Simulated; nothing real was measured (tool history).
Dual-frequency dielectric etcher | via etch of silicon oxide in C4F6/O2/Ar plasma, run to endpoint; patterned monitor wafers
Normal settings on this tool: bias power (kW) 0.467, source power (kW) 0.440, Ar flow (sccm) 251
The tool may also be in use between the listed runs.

run	hour	bias power (kW)	source power (kW)	Ar flow (sccm)	wafers since the last listed run	hours since the last wet clean	hours since the last bias power generator calibration	hours since the last source power generator calibration	hours since the last Ar flow controller change	hours since the last upper electrode change	incoming incoming film thickness, nm	endpoint time (s)
1	0.0	0.467	0.440	251	0	119.6	2686.4	2205.6	1622.0	4377.2	86.3	19.4
2	35.3	0.467	0.440	251	536	154.9	2721.7	2240.9	1657.3	4412.5	87.3	19.9
3	60.0	0.467	0.360	251	375	179.6	2746.4	2265.6	1682.0	4437.2	86.9	21.6
4	112.0	0.467	0.360	251	789	231.6	2798.4	2317.6	1734.0	4489.2	87.2	21.9
5	144.0	0.467	0.360	251	486	263.6	2830.4	2349.6	1766.0	4521.2	86.7	21.9
6	274.9	0.467	0.440	251	1988	394.5	2961.3	2480.5	1896.9	4652.1	85.9	20.3
# hour 312.0: wet clean of the chamber
7	322.4	0.467	0.440	251	356	10.4	3008.8	2528.0	1944.4	4699.6	87.6	19.8
8	369.3	0.467	0.440	251	712	57.3	3055.7	2574.9	1991.3	4746.5	87.4	19.7
9	431.3	0.467	0.440	251	941	119.3	3117.7	2636.9	2053.3	4808.5	86.8	19.8
# hour 477.2: source power generator calibrated
10	477.7	0.467	0.440	251	644	165.7	3164.1	0.5	2099.7	4854.9	88.1	20.1
11	524.4	0.467	0.440	251	709	212.4	3210.8	47.2	2146.4	4901.6	86.9	20.3
12	572.5	0.467	0.440	251	730	260.5	3258.9	95.3	2194.5	4949.7	87.5	20.3
# hour 593.1: Ar flow controller replaced
13	607.7	0.424	0.500	227	443	295.7	3294.1	130.5	14.6	4984.9	85.9	19.5
14	647.0	0.467	0.390	311	597	335.0	3333.4	169.8	53.9	5024.2	87.2	21.9
# hour 659.5: bias power generator calibrated
# hour 702.2: wet clean of the chamber
15	702.7	0.367	0.330	311	420	0.5	43.2	225.5	109.6	5079.9	86.8	24.1
16	740.3	0.467	0.440	251	571	38.1	80.8	263.1	147.2	5117.5	86.4	19.8
# hour 805.5: upper electrode replaced
17	921.7	0.467	0.510	251	2391	219.5	262.2	444.5	328.6	116.2	87.7	19.0
18	956.1	0.467	0.440	251	522	253.9	296.6	478.9	363.0	150.6	87.0	20.0
19	1017.8	0.547	0.530	312	937	315.6	358.3	540.6	424.7	212.3	86.8	18.3
20	1042.4	0.546	0.440	208	373	340.2	382.9	565.2	449.3	236.9	86.6	19.0
# hour 1089.4: wet clean of the chamber
21	1089.9	0.467	0.440	208	356	0.5	430.4	612.7	496.8	284.4	87.5	19.3
22	1154.7	0.573	0.550	251	984	65.3	495.2	677.5	561.6	349.2	86.7	16.7
23	1197.4	0.510	0.490	212	648	108.0	537.9	720.2	604.3	391.9	86.7	18.0
24	1233.2	0.467	0.440	251	543	143.8	573.7	756.0	640.1	427.7	86.7	19.5
25	1276.0	0.467	0.440	251	650	186.6	616.5	798.8	682.9	470.5	87.0	19.9
26	1332.4	0.389	0.520	233	856	243.0	672.9	855.2	739.3	526.9	87.1	19.9
27	1403.4	0.467	0.380	251	1078	314.0	743.9	926.2	810.3	597.9	86.7	21.4
28	1453.8	0.552	0.440	251	765	364.4	794.3	976.6	860.7	648.3	86.5	19.2
29	1522.3	0.373	0.520	251	1040	432.9	862.8	1045.1	929.2	716.8	86.8	20.5

Each row is a separate what-if for the run after 29, all from the same tool condition, not one after another. Results?
A	1522.7	0.467	0.440	251	6	433.3	863.2	1045.5	929.6	717.2	86.7	?
B	1522.7	0.467	0.520	296	6	433.3	863.2	1045.5	929.6	717.2	86.7	?
C	1522.7	0.467	0.530	251	6	433.3	863.2	1045.5	929.6	717.2	86.7	?
D	1522.7	0.537	0.340	251	6	433.3	863.2	1045.5	929.6	717.2	86.7	?

run	endpoint time (s)
A	20.5
B	19.5
C	19.0
D	21.7
What these runs would have given with no unlogged condition in the tool:
run	endpoint time (s)
A	19.4
B	18.5
C	18.0
D	20.6

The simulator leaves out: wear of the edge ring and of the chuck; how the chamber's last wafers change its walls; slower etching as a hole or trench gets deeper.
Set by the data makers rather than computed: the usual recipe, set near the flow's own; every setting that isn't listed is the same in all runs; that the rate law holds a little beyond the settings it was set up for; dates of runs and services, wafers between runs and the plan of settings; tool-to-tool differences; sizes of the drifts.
